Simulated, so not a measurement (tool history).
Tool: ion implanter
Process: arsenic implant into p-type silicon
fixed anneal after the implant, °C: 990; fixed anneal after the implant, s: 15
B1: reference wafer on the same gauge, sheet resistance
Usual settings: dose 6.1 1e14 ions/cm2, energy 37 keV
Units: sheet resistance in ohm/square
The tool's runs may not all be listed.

{"run": 1, "hour": 0.0, "dose": 7.26, "energy": 31.5, "B1": 159.08, "sheet resistance": 143.6}
{"run": 2, "hour": 94.1, "dose": 7.26, "energy": 31.5, "B1": 159, "sheet resistance": 143.46}
{"run": 3, "hour": 158.8, "dose": 7.26, "energy": 31.5, "B1": 159.02, "sheet resistance": 143.31}
{"run": 4, "hour": 194.8, "dose": 6.1, "energy": 43, "B1": 158.85, "sheet resistance": 154.24}
{"run": 5, "hour": 243.3, "dose": 6.1, "energy": 43, "B1": 159.11, "sheet resistance": 153.91}
{"run": 6, "hour": 283.3, "dose": 6.1, "energy": 43, "B1": 158.88, "sheet resistance": 154.16}
{"run": 7, "hour": 362.4, "dose": 6.1, "energy": 37, "B1": 158.85, "sheet resistance": 157.64}
{"hour": 431.4, "done": "gauge calibrated"}
{"run": 8, "hour": 465.7, "dose": 6.1, "energy": 37, "B1": 158.99, "sheet resistance": 157.95}
{"hour": 508.9, "done": "Faraday cup replaced and dose calibrated"}
{"run": 9, "hour": 532.7, "dose": 6.1, "energy": 37, "B1": 159.01, "sheet resistance": 160.21}
{"run": 10, "hour": 603.6, "dose": 6.1, "energy": 37, "B1": 159.04, "sheet resistance": 160.27}
{"run": 11, "hour": 660.7, "dose": 6.1, "energy": 37, "B1": 159.02, "sheet resistance": 159.7}
{"run": 12, "hour": 890.5, "dose": 6.1, "energy": 37, "B1": 159.02, "sheet resistance": 159.99}
{"run": 13, "hour": 948.6, "dose": 6.1, "energy": 37, "B1": 159, "sheet resistance": 159.75}
{"run": 14, "hour": 1021.0, "dose": 6.1, "energy": 37, "B1": 159.12, "sheet resistance": 160.08}
{"run": 15, "hour": 1063.1, "dose": 6.1, "energy": 41, "B1": 159, "sheet resistance": 156.88}
{"run": 16, "hour": 1132.3, "dose": 7.05, "energy": 45, "B1": 159.03, "sheet resistance": 138.11}
{"run": 17, "hour": 1180.9, "dose": 5.22, "energy": 32.5, "B1": 158.93, "sheet resistance": 183.64}
{"hour": 1243.5, "done": "extraction supply calibrated"}
{"run": 18, "hour": 1249.3, "dose": 7.88, "energy": 42, "B1": 158.98, "sheet resistance": 128.42}
{"run": 19, "hour": 1318.3, "dose": 6.1, "energy": 49.5, "B1": 158.96, "sheet resistance": 151.88}
{"run": 20, "hour": 1387.2, "dose": 6.63, "energy": 42, "B1": 159.03, "sheet resistance": 145.98}
{"run": 21, "hour": 1466.9, "dose": 7.12, "energy": 44.5, "B1": 158.98, "sheet resistance": 137.18}
{"run": 22, "hour": 1554.7, "dose": 6.1, "energy": 37, "B1": 159.06, "sheet resistance": 159.26}
{"run": 23, "hour": 1760.9, "dose": 7.26, "energy": 43, "B1": 159.04, "sheet resistance": 135.07}
{"run": 24, "hour": 1838.7, "dose": 6.1, "energy": 37, "B1": 158.98, "sheet resistance": 159.04}
{"run": 25, "hour": 1921.7, "dose": 6.61, "energy": 32, "B1": 158.96, "sheet resistance": 153.5}
{"run": 26, "hour": 2026.9, "dose": 6.1, "energy": 37, "B1": 159.02, "sheet resistance": 158.51}
{"run": 27, "hour": 2105.9, "dose": 6.1, "energy": 37, "B1": 158.99, "sheet resistance": 158.58}
{"run": 28, "hour": 2200.0, "dose": 6.71, "energy": 37, "B1": 158.94, "sheet resistance": 147.1}
{"hour": 2223.0, "done": "Faraday cup replaced and dose calibrated"}
{"run": 29, "hour": 2274.4, "dose": 6.1, "energy": 37, "B1": 159.03, "sheet resistance": 159.93}
{"run": 30, "hour": 2360.3, "dose": 7.89, "energy": 25, "B1": 159, "sheet resistance": 144.59}
{"run": 31, "hour": 2420.0, "dose": 5.16, "energy": 37, "B1": 158.97, "sheet resistance": 180.86}
{"run": 32, "hour": 2487.3, "dose": 6.1, "energy": 37, "B1": 159.01, "sheet resistance": 159.75}
{"run": 33, "hour": 2547.8, "dose": 7.73, "energy": 33.5, "B1": 159.13, "sheet resistance": 136.54}
{"run": 34, "hour": 2643.8, "dose": 4.63, "energy": 46.5, "B1": 158.94, "sheet resistance": 190.02}
{"run": 35, "hour": 2697.0, "dose": 4.46, "energy": 45, "B1": 158.9, "sheet resistance": 196.21}
{"run": 36, "hour": 2774.1, "dose": 7.24, "energy": 41, "B1": 158.95, "sheet resistance": 137.59}

Forecast each of these 5 alternatives for the next run:
{"run": "A", "hour": 2774.5, "dose": 6.1, "energy": 37, "B1": "?", "sheet resistance": "?"}
{"run": "B", "hour": 2774.5, "dose": 4.51, "energy": 42, "B1": "?", "sheet resistance": "?"}
{"run": "C", "hour": 2774.5, "dose": 6.1, "energy": 48, "B1": "?", "sheet resistance": "?"}
{"run": "D", "hour": 2774.5, "dose": 7.53, "energy": 31.5, "B1": "?", "sheet resistance": "?"}
{"run": "E", "hour": 2774.5, "dose": 6.91, "energy": 37, "B1": "?", "sheet resistance": "?"}

run=A B1=159.07 sheet_resistance=159.71
run=B B1=159.07 sheet_resistance=196.85
run=C B1=159.07 sheet_resistance=152.99
run=D B1=159.07 sheet_resistance=141.09
run=E B1=159.07 sheet_resistance=145.29
Without the tool's hidden state the same runs would have given:
run=A sheet_resistance=159.87
run=B sheet_resistance=197.05
run=C sheet_resistance=153.15
run=D sheet_resistance=141.22
run=E sheet_resistance=145.44
